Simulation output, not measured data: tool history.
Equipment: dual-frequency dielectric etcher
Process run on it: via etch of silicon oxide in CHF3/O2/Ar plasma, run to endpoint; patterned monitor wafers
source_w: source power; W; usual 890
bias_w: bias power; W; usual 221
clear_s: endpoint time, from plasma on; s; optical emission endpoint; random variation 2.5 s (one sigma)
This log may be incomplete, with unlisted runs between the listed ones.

run	day	source_w	bias_w	wafers since the last listed run	hours since the last wet clean	hours since the last source power generator calibration	hours since the last bias power generator calibration	hours since the last upper electrode change	incoming incoming film thickness, nm	clear_s
1	0.000	1030	258	0	507.8	1448.2	2543.6	3339.5	704.9	252.0
2	0.754	800	221	103	525.9	1466.3	2561.7	3357.6	714.5	289.1
3	1.404	800	221	88	541.5	1481.9	2577.3	3373.2	709.7	284.2
4	2.279	800	221	119	562.5	1502.9	2598.3	3394.2	712.7	282.8
5	2.804	890	221	71	575.1	1515.5	2610.9	3406.8	700.8	271.9
# day 4.021: wet clean of the chamber
6	4.042	890	221	32	0.5	1545.2	2640.6	3436.5	706.8	291.3
7	4.996	890	221	130	23.4	1568.1	2663.5	3459.4	705.3	290.3
8	7.267	890	221	310	77.9	1622.6	2718.0	3513.9	707.6	290.8
9	8.212	890	221	129	100.6	1645.3	2740.7	3536.6	702.6	286.3
10	9.158	890	221	129	123.3	1668.0	2763.4	3559.3	709.5	291.2
# day 9.571: bias power generator calibrated
11	10.533	890	221	165	156.3	1701.0	23.1	3592.3	704.1	289.8
12	11.142	890	221	83	170.9	1715.6	37.7	3606.9	714.5	291.3
13	11.754	890	221	83	185.6	1730.3	52.4	3621.6	703.3	280.0
14	12.525	960	221	105	204.1	1748.8	70.9	3640.1	700.5	277.7
15	14.012	890	221	203	239.8	1784.5	106.6	3675.8	707.9	286.9
# day 14.704: source power generator calibrated
16	14.896	680	246	98	261.0	4.6	127.8	3697.0	701.4	292.2
17	16.125	670	204	168	290.5	34.1	157.3	3726.5	705.1	315.5
18	19.229	1030	258	424	365.0	108.6	231.8	3801.0	709.4	256.4
19	19.838	890	249	83	379.6	123.2	246.4	3815.6	699.3	272.1
# day 20.996: upper electrode replaced, of another model than before
20	21.054	830	177	29	408.8	152.4	275.6	1.4	707.6	317.7
21	22.225	830	199	160	436.9	180.5	303.7	29.5	703.8	301.6
22	23.508	700	198	175	467.7	211.3	334.5	60.3	710.0	322.3
23	24.112	890	262	82	482.2	225.8	349.0	74.8	708.0	262.7
# day 25.521: wet clean of the chamber
24	25.542	890	221	58	0.5	260.1	383.3	109.1	709.1	289.4
25	26.004	970	221	63	11.6	271.2	394.4	120.2	703.8	276.4
26	27.217	980	255	165	40.7	300.3	423.5	149.3	708.7	263.0
27	28.088	950	251	119	61.6	321.2	444.4	170.2	716.4	268.2
28	28.892	890	196	110	80.9	340.5	463.7	189.5	706.2	302.6
29	30.292	890	221	191	114.5	374.1	497.3	223.1	712.9	293.1
30	31.338	890	221	143	139.6	399.2	522.4	248.2	713.2	289.4
31	31.875	690	181	73	152.5	412.1	535.3	261.1	707.1	344.3
32	32.712	1010	177	114	172.6	432.2	555.4	281.2	710.7	295.8
33	33.417	750	258	96	189.5	449.1	572.3	298.1	698.4	286.0
34	34.258	740	170	115	209.7	469.3	592.5	318.3	704.1	348.1

Forecast each of these 5 alternatives for the next run:
A	34.279	890	221	2	210.2	469.8	593.0	318.8	709.8	?
B	34.279	780	201	2	210.2	469.8	593.0	318.8	709.8	?
C	34.279	890	174	2	210.2	469.8	593.0	318.8	709.8	?
D	34.279	750	221	2	210.2	469.8	593.0	318.8	709.8	?
E	34.279	890	271	2	210.2	469.8	593.0	318.8	709.8	?

run	clear_s
A	291.6
B	320.0
C	321.5
D	312.7
E	268.1
Had the tool no hidden state, the same runs would have come out as:
run	clear_s
A	296.4
B	325.4
C	326.9
D	318.0
E	272.6

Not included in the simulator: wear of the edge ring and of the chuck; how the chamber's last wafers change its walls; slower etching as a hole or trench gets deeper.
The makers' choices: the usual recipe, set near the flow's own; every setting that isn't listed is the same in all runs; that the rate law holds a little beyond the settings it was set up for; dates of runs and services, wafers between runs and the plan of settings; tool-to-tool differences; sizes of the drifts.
